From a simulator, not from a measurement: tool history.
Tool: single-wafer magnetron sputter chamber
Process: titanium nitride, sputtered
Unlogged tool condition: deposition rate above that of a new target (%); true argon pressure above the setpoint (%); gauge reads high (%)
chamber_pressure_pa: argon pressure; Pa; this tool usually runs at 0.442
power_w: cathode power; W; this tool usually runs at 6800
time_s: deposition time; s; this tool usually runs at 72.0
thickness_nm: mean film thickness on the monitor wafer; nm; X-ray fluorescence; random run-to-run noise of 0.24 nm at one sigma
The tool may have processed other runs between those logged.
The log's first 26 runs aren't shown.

run   hour  chamber_pressure_pa  power_w  time_s  wafers since the last listed run  wafers on the sputter target  hours since the last manometer calibration  hours since the magnet pack was replaced  hours since the gauge calibration  read-back reference wafer on the same gauge, thickness_nm  thickness_nm
 27  297.7                0.442     6800    72.0                               229                          3455                                        46.1                                     172.5                              191.4                                                     71.923        89.706
 28  311.3                0.387     8100    57.8                               252                          3707                                        59.7                                     186.1                              205.0                                                     71.968        83.075
 29  324.4                0.442     6250    60.3                               242                          3950                                        72.8                                     199.2                              218.1                                                     71.884        71.196
 30  336.5                0.517     7950    76.6                               224                          4175                                        84.9                                     211.3                              230.2                                                     71.989       101.765
     346.5  -- sputter target and shields replaced
 31  351.1                0.269     6800    78.1                               122                            85                                        99.5                                     225.9                              244.8                                                     71.916       106.747
 32  367.9                0.442     6800    72.0                               311                           397                                       116.3                                     242.7                              261.6                                                     71.936        89.662
 33  385.8                0.442     5550    80.8                               331                           728                                       134.2                                     260.6                              279.5                                                     71.855        88.406
 34  400.9                0.545     6800    63.4                               280                          1009                                       149.3                                     275.7                              294.6                                                     71.965        74.626
 35  415.5                0.442     7550    72.0                               270                          1279                                       163.9                                     290.3                              309.2                                                     71.954        95.359

Predict each of these 4 candidate next runs independently; none follows another, all start after run 35:
  A  415.9                0.442     6800    85.3                                 7                          1287                                       164.3                                     290.7                              309.6                                                          ?             ?
  B  415.9                0.584     6800    59.3                                 7                          1287                                       164.3                                     290.7                              309.6                                                          ?             ?
  C  415.9                0.549     7350    72.0                                 7                          1287                                       164.3                                     290.7                              309.6                                                          ?             ?
  D  415.9                0.388     5500    79.8                                 7                          1287                                       164.3                                     290.7                              309.6                                                          ?             ?

run  read-back reference wafer on the same gauge, thickness_nm  thickness_nm
  A                                                     71.889       106.106
  B                                                     71.889        68.586
  C                                                     71.889        89.135
  D                                                     71.889        89.667
With no hidden state in the tool, these same runs would have given:
run  thickness_nm
  A       106.106
  B        68.586
  C        89.135
  D        89.667
